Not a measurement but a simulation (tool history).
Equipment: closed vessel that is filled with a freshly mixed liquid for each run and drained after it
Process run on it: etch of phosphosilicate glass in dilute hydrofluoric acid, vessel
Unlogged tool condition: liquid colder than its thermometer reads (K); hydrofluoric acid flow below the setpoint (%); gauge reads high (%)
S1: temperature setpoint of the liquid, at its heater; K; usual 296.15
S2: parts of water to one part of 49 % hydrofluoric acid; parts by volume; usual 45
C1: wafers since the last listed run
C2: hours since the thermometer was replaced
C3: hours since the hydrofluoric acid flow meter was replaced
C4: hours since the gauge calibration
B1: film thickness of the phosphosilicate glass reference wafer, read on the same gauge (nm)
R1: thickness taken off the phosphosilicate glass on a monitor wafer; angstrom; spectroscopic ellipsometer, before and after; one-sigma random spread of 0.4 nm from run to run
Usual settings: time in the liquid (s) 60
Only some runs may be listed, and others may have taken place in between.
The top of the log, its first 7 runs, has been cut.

Run 8, hour 220.7: usual settings but S2 35 parts by volume; C1 3140; C2 326.2; C3 520; C4 625.4; B1 60.03. Result: R1 1128.3 angstrom.
Run 9, hour 290.9: usual settings; C1 8045; C2 396.4; C3 590.2; C4 695.6; B1 60.01. Result: R1 864.8 angstrom.
Run 10, hour 315.7: usual settings; C1 2842; C2 421.2; C3 615; C4 720.4; B1 60.04. Result: R1 856.8 angstrom.
Run 11, hour 331.9: usual settings; C1 1856; C2 437.4; C3 631.2; C4 736.6; B1 60. Result: R1 863.1 angstrom.
Run 12, hour 346.7: usual settings but S2 60 parts by volume, time in the liquid (s) 85; C1 1696; C2 452.2; C3 646; C4 751.4; B1 59.98. Result: R1 890.7 angstrom.
Run 13, hour 376.9: usual settings but S1 293.15 K, time in the liquid (s) 85; C1 3461; C2 482.4; C3 676.2; C4 781.6; B1 60.01. Result: R1 1072.6 angstrom.
At hour 385: hydrofluoric acid flow meter replaced.
Run 14, hour 394.5: usual settings but S2 55 parts by volume, time in the liquid (s) 40; C1 1902; C2 500; C3 9.5; C4 799.2; B1 59.98. Result: R1 459.3 angstrom.
Run 15, hour 412.2: usual settings; C1 2028; C2 517.7; C3 27.2; C4 816.9; B1 60.04. Result: R1 847.6 angstrom.
At hour 432.4: thermometer replaced.
At hour 438.8: gauge calibrated.
Run 16, hour 462.8: usual settings but S2 30 parts by volume; C1 5684; C2 30.4; C3 77.8; C4 24; B1 60.01. Result: R1 1360.7 angstrom.
Run 17, hour 478.2: usual settings but S1 299.15 K, S2 60 parts by volume; C1 1764; C2 45.8; C3 93.2; C4 39.4; B1 60. Result: R1 736.9 angstrom.
Run 18, hour 512.5: usual settings; C1 3931; C2 80.1; C3 127.5; C4 73.7; B1 60.03. Result: R1 880.8 angstrom.
Run 19, hour 525.1: usual settings but S2 25 parts by volume; C1 1444; C2 92.7; C3 140.1; C4 86.3; B1 60.01. Result: R1 1630.4 angstrom.
Run 20, hour 559: usual settings but S1 294.65 K, S2 60 parts by volume; C1 3885; C2 126.6; C3 174; C4 120.2; B1 59.99. Result: R1 612.4 angstrom.
Run 21, hour 584.7: usual settings; C1 2945; C2 152.3; C3 199.7; C4 145.9; B1 60.04. Result: R1 877.7 angstrom.
Run 22, hour 617.4: usual settings but S1 298.15 K, time in the liquid (s) 40; C1 3747; C2 185; C3 232.4; C4 178.6; B1 60. Result: R1 637.6 angstrom.
Run 23, hour 646.2: usual settings but time in the liquid (s) 45; C1 3300; C2 213.8; C3 261.2; C4 207.4; B1 60.01. Result: R1 652.9 angstrom.
Run 24, hour 665.8: usual settings but S2 25 parts by volume; C1 2246; C2 233.4; C3 280.8; C4 227; B1 60.02. Result: R1 1625.2 angstrom.

Run 25 is up next; what results do you expect?
Run 25, hour 680.6: usual settings but S1 300.15 K; C1 1696; C2 248.2; C3 295.6; C4 241.8; B1 ?. Result: R1 ?.

{"run 25": {"B1": 60.01, "R1": 1028.1}}
If the tool had no hidden condition, the same run with the same run-to-run variation would have returned R1 1050.8 angstrom.
